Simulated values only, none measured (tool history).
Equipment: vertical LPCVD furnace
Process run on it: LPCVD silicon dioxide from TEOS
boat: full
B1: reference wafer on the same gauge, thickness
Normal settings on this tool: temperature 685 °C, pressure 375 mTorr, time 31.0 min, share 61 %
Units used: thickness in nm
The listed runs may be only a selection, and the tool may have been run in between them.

{"run": 1, "day": 0.0, "temperature": 685, "pressure": 375, "time": 21.0, "share": 61, "B1": 213.94, "thickness": 131.81}
{"run": 2, "day": 12.862, "temperature": 685, "pressure": 375, "time": 21.0, "share": 61, "B1": 214.04, "thickness": 135.37}
{"run": 3, "day": 16.138, "temperature": 685, "pressure": 375, "time": 21.0, "share": 61, "B1": 214.12, "thickness": 132.72}
{"run": 4, "day": 20.567, "temperature": 685, "pressure": 375, "time": 35.5, "share": 61, "B1": 213.9, "thickness": 224.68}
{"run": 5, "day": 23.475, "temperature": 678, "pressure": 375, "time": 31.0, "share": 61, "B1": 214.18, "thickness": 168.22}
{"run": 6, "day": 27.038, "temperature": 678, "pressure": 375, "time": 31.0, "share": 61, "B1": 214.18, "thickness": 169.45}
{"run": 7, "day": 29.867, "temperature": 678, "pressure": 375, "time": 31.0, "share": 61, "B1": 214.08, "thickness": 166.94}
{"run": 8, "day": 32.829, "temperature": 685, "pressure": 375, "time": 31.0, "share": 61, "B1": 214.11, "thickness": 197.59}
{"run": 9, "day": 34.867, "temperature": 678, "pressure": 375, "time": 31.0, "share": 69, "B1": 213.93, "thickness": 178.82}
{"run": 10, "day": 38.075, "temperature": 685, "pressure": 325, "time": 28.5, "share": 61, "B1": 214.07, "thickness": 170.02}
{"day": 39.175, "done": "pressure gauge zeroed"}
{"run": 11, "day": 41.396, "temperature": 685, "pressure": 325, "time": 28.5, "share": 61, "B1": 213.94, "thickness": 168.91}
{"run": 12, "day": 45.883, "temperature": 685, "pressure": 325, "time": 28.5, "share": 61, "B1": 214.02, "thickness": 169.5}
{"run": 13, "day": 49.312, "temperature": 685, "pressure": 375, "time": 22.5, "share": 61, "B1": 214.07, "thickness": 144.09}
{"day": 51.4, "done": "thermocouples replaced and temperature profile calibrated"}
{"run": 14, "day": 51.604, "temperature": 685, "pressure": 375, "time": 22.5, "share": 61, "B1": 214.2, "thickness": 130.69}
{"run": 15, "day": 53.542, "temperature": 685, "pressure": 415, "time": 31.0, "share": 61, "B1": 214.1, "thickness": 193.38}
{"run": 16, "day": 57.671, "temperature": 685, "pressure": 325, "time": 28.5, "share": 61, "B1": 213.89, "thickness": 157.47}
{"run": 17, "day": 59.354, "temperature": 691, "pressure": 455, "time": 31.0, "share": 61, "B1": 214.06, "thickness": 233.42}
{"run": 18, "day": 63.183, "temperature": 685, "pressure": 330, "time": 35.5, "share": 61, "B1": 214.12, "thickness": 199.78}
{"day": 65.196, "done": "gauge calibrated"}
{"run": 19, "day": 66.592, "temperature": 685, "pressure": 375, "time": 43.0, "share": 61, "B1": 213.9, "thickness": 261.3}
{"run": 20, "day": 69.279, "temperature": 685, "pressure": 375, "time": 21.0, "share": 61, "B1": 213.96, "thickness": 126.99}
{"run": 21, "day": 71.167, "temperature": 682, "pressure": 375, "time": 23.5, "share": 66, "B1": 213.91, "thickness": 139.59}
{"day": 73.696, "done": "TEOS flow controller replaced"}
{"run": 22, "day": 74.592, "temperature": 680, "pressure": 330, "time": 31.0, "share": 61, "B1": 214.11, "thickness": 157.19}
{"run": 23, "day": 77.767, "temperature": 685, "pressure": 375, "time": 31.0, "share": 61, "B1": 213.79, "thickness": 189.6}
{"run": 24, "day": 82.046, "temperature": 691, "pressure": 310, "time": 43.0, "share": 55, "B1": 213.82, "thickness": 263.85}
{"run": 25, "day": 86.529, "temperature": 680, "pressure": 375, "time": 24.5, "share": 61, "B1": 214.14, "thickness": 134.61}
{"run": 26, "day": 88.05, "temperature": 685, "pressure": 375, "time": 37.0, "share": 51, "B1": 214.08, "thickness": 209.55}
{"run": 27, "day": 91.975, "temperature": 678, "pressure": 455, "time": 20.5, "share": 71, "B1": 214.04, "thickness": 129.18}
{"run": 28, "day": 104.108, "temperature": 690, "pressure": 310, "time": 31.0, "share": 61, "B1": 214.06, "thickness": 201.15}

Each row is a separate what-if for the run after 28, all from the same tool condition, not one after another. Results?
{"run": "A", "day": 104.312, "temperature": 685, "pressure": 375, "time": 31.0, "share": 61, "B1": "?", "thickness": "?"}
{"run": "B", "day": 104.312, "temperature": 679, "pressure": 375, "time": 31.0, "share": 56, "B1": "?", "thickness": "?"}
{"run": "C", "day": 104.312, "temperature": 685, "pressure": 375, "time": 35.0, "share": 61, "B1": "?", "thickness": "?"}
{"run": "D", "day": 104.312, "temperature": 685, "pressure": 375, "time": 31.0, "share": 51, "B1": "?", "thickness": "?"}

run=A B1=214.22 thickness=194.79
run=B B1=214.22 thickness=161.60
run=C B1=214.22 thickness=219.92
run=D B1=214.22 thickness=178.11
Had the tool no hidden state, the same runs would have come out as:
run=A thickness=181.82
run=B thickness=150.71
run=C thickness=205.28
run=D thickness=166.25

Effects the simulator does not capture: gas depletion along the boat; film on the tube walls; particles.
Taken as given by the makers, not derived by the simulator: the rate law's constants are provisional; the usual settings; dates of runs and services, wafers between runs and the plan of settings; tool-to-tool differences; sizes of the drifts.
